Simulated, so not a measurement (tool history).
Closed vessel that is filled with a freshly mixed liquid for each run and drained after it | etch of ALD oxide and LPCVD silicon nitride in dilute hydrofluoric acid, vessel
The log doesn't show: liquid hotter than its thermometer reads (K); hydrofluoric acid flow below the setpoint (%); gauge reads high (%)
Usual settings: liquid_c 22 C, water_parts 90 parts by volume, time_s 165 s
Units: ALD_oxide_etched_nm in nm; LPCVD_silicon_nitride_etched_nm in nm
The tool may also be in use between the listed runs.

run   hour  liquid_c  water_parts  time_s  wafers since the last listed run  hours since the thermometer was replaced  hours since the hydrofluoric acid flow meter was replaced  hours since the gauge calibration  read-back film thickness of the ALD oxide reference wafer, read on the same gauge (nm)  read-back film thickness of the LPCVD silicon nitride reference wafer, read on the same gauge (nm)  ALD_oxide_etched_nm  LPCVD_silicon_nitride_etched_nm
  1      0        25           90     225                                 0                                    1589.4                                                       69.6                                608                                                                                      40                                                                                             129.963                62.47                            1.752
  2   20.6        25           90     225                              2550                                      1610                                                       90.2                              628.6                                                                                   39.99                                                                                             130.038                62.58                            1.715
  3   34.1        22           90     165                              1671                                    1623.5                                                      103.7                              642.1                                                                                   40.02                                                                                             129.986                40.75                            0.969
  4   58.1        22           90     105                              2971                                    1647.5                                                      127.7                              666.1                                                                                      40                                                                                             129.982                25.85                            0.639
  5   72.4        26           70     200                              1770                                    1661.8                                                        142                              680.4                                                                                   39.96                                                                                                 130                 76.1                            1.986
  6     89        22           90     165                              2055                                    1678.4                                                      158.6                                697                                                                                   40.01                                                                                             129.998                40.81                            0.966
  7  115.6        20           90     220                              3293                                      1705                                                      185.2                              723.6                                                                                   40.01                                                                                             130.007                50.05                            1.266
     118.2  -- gauge calibrated
  8    140      18.5          130     200                              3020                                    1729.4                                                      209.6                               21.8                                                                                   40.01                                                                                             129.979                28.39                            0.673
  9  154.3      20.5           75     165                              1770                                    1743.7                                                      223.9                               36.1                                                                                   39.98                                                                                             130.011                46.98                            1.111
 10  176.2        22           90     165                              2711                                    1765.6                                                      245.8                                 58                                                                                   39.96                                                                                              129.99                40.91                            1.034
 11  195.2        22          120     110                              2352                                    1784.6                                                      264.8                                 77                                                                                   40.02                                                                                             130.021                19.79                            0.494
 12  208.8      20.5           75     165                              1683                                    1798.2                                                      278.4                               90.6                                                                                      40                                                                                             129.982                47.17                              1.1
 13  238.6        22           90     165                              3689                                      1828                                                      308.2                              120.4                                                                                   40.03                                                                                             130.028                40.97                            0.987
     337.3  -- thermometer replaced
 14  339.1        22           90     260                             12318                                       1.8                                                      408.7                              220.9                                                                                   39.97                                                                                             130.022                 60.8                            1.482
 15  361.2        17           60     235                              2736                                      23.9                                                      430.8                                243                                                                                   39.95                                                                                             129.965                68.84                            1.389
 16  391.6      20.5           60     130                              3763                                      54.3                                                      461.2                              273.4                                                                                   40.03                                                                                             130.023                44.48                            0.962
 17    425        25           60     165                              4135                                      87.7                                                      494.6                              306.8                                                                                      40                                                                                             130.018                67.78                            1.748
 18  437.3        22           75     125                              1522                                       100                                                      506.9                              319.1                                                                                   39.98                                                                                             129.992                35.91                            0.827
 19  469.6        22          105     165                              3998                                     132.3                                                      539.2                              351.4                                                                                   39.99                                                                                             130.024                32.85                            0.806
 20  481.9        22           60     245                              1522                                     144.6                                                      551.5                              363.7                                                                                      40                                                                                             129.986                89.77                            2.095
 21  499.5        22           90     165                              2179                                     162.2                                                      569.1                              381.3                                                                                   40.02                                                                                              129.98                38.59                            0.904
 22  602.3        20           90     205                             12727                                       265                                                      671.9                              484.1                                                                                      40                                                                                             129.994                44.35                            0.994
 23  616.4      17.5          120     190                              1745                                     279.1                                                        686                              498.2                                                                                   39.98                                                                                             130.006                 27.1                            0.602
 24  637.9        22           90     165                              2661                                     300.6                                                      707.5                              519.7                                                                                   39.96                                                                                             130.005                38.69                            0.885
 25  665.5      18.5          130     200                              3417                                     328.2                                                      735.1                              547.3                                                                                   40.01                                                                                             130.023                27.24                            0.605

Forecast each of these 5 alternatives for the next run:
  A  666.2        22           90     165                                86                                     328.9                                                      735.8                                548                                                                                       ?                                                                                                   ?                    ?                                ?
  B  666.2      17.5          130     130                                86                                     328.9                                                      735.8                                548                                                                                       ?                                                                                                   ?                    ?                                ?
  C  666.2        27          135     165                                86                                     328.9                                                      735.8                                548                                                                                       ?                                                                                                   ?                    ?                                ?
  D  666.2      25.5           65     135                                86                                     328.9                                                      735.8                                548                                                                                       ?                                                                                                   ?                    ?                                ?
  E  666.2        25          105      75                                86                                     328.9                                                      735.8                                548                                                                                       ?                                                                                                   ?                    ?                                ?

run  read-back film thickness of the ALD oxide reference wafer, read on the same gauge (nm)  read-back film thickness of the LPCVD silicon nitride reference wafer, read on the same gauge (nm)  ALD_oxide_etched_nm  LPCVD_silicon_nitride_etched_nm
  A                                                                                   39.97                                                                                             129.983                   39                            0.928
  B                                                                                   39.97                                                                                             129.983                16.94                            0.377
  C                                                                                   39.97                                                                                             129.983                29.88                             0.86
  D                                                                                   39.97                                                                                             129.983                52.52                            1.321
  E                                                                                   39.97                                                                                             129.983                 16.8                            0.442
Without the tool's hidden state the same runs would have given:
run  ALD_oxide_etched_nm  LPCVD_silicon_nitride_etched_nm
  A                38.27                            0.899
  B                16.62                            0.365
  C                29.36                            0.835
  D                51.54                             1.28
  E                 16.5                            0.428
